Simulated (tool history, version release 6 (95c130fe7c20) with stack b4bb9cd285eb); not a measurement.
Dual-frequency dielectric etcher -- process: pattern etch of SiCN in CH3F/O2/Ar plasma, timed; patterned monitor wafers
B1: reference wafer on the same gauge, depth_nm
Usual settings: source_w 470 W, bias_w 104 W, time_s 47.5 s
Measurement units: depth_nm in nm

Run 1, hour 0: usual settings; B1 19.39. Result: depth_nm 20.65 nm.
Run 2, hour 8.6: usual settings; B1 19.4. Result: depth_nm 20.71 nm.
Run 3, hour 20.1: usual settings but source_w 390 W, time_s 51.5 s; B1 19.4. Result: depth_nm 20.29 nm.
Run 4, hour 37.3: usual settings but source_w 390 W, time_s 51.5 s; B1 19.4. Result: depth_nm 20.16 nm.
At hour 42.6: gauge calibrated.
Run 5, hour 52.7: usual settings but source_w 550 W; B1 19.39. Result: depth_nm 22.55 nm.
Run 6, hour 62.9: usual settings but source_w 550 W; B1 19.39. Result: depth_nm 22.48 nm.
Run 7, hour 69.7: usual settings but source_w 550 W; B1 19.39. Result: depth_nm 22.38 nm.
Run 8, hour 86.5: usual settings but bias_w 90 W, time_s 54 s; B1 19.39. Result: depth_nm 22.21 nm.
At hour 132.9: upper electrode replaced.
Run 9, hour 133.4: usual settings but bias_w 90 W, time_s 54 s; B1 19.4. Result: depth_nm 22.1 nm.
Run 10, hour 137.6: usual settings; B1 19.4. Result: depth_nm 20.8 nm.
Run 11, hour 152.3: usual settings but time_s 35.5 s; B1 19.39. Result: depth_nm 15.51 nm.
Run 12, hour 160.1: usual settings; B1 19.4. Result: depth_nm 20.73 nm.
At hour 172.8: gauge calibrated.
Run 13, hour 177.4: usual settings but bias_w 80 W, time_s 33.5 s; B1 19.41. Result: depth_nm 13.16 nm.
At hour 186.7: source power generator calibrated.
Run 14, hour 191.1: usual settings; B1 19.4. Result: depth_nm 20.66 nm.
At hour 196.1: bias power generator calibrated.
At hour 215.6: wet clean of the chamber.
Run 15, hour 216.1: usual settings but bias_w 119 W; B1 19.4. Result: depth_nm 21.83 nm.
Run 16, hour 218: usual settings but source_w 360 W, bias_w 94 W, time_s 42.5 s; B1 19.41. Result: depth_nm 15.28 nm.
Run 17, hour 225.7: usual settings; B1 19.4. Result: depth_nm 20.66 nm.
Run 18, hour 241.7: usual settings but bias_w 123 W, time_s 55 s; B1 19.41. Result: depth_nm 25.65 nm.
Run 19, hour 258: usual settings but source_w 580 W; B1 19.39. Result: depth_nm 22.99 nm.
Run 20, hour 270.3: usual settings but source_w 360 W, bias_w 117 W; B1 19.41. Result: depth_nm 18.75 nm.

What if the next run were any one of these 3? Each begins from the tool's condition after run 20:
Run A, hour 270.7: usual settings but bias_w 120 W; B1 ?. Result: depth_nm ?.
Run B, hour 270.7: usual settings but time_s 38 s; B1 ?. Result: depth_nm ?.
Run C, hour 270.7: usual settings but source_w 560 W, bias_w 126 W, time_s 37 s; B1 ?. Result: depth_nm ?.

run     B1  depth_nm
  A  19.41        22
  B  19.41     16.61
  C  19.41     19.09
Without the tool's unlogged condition, the same runs would have read:
run  depth_nm
  A        22
  B     16.61
  C     19.09

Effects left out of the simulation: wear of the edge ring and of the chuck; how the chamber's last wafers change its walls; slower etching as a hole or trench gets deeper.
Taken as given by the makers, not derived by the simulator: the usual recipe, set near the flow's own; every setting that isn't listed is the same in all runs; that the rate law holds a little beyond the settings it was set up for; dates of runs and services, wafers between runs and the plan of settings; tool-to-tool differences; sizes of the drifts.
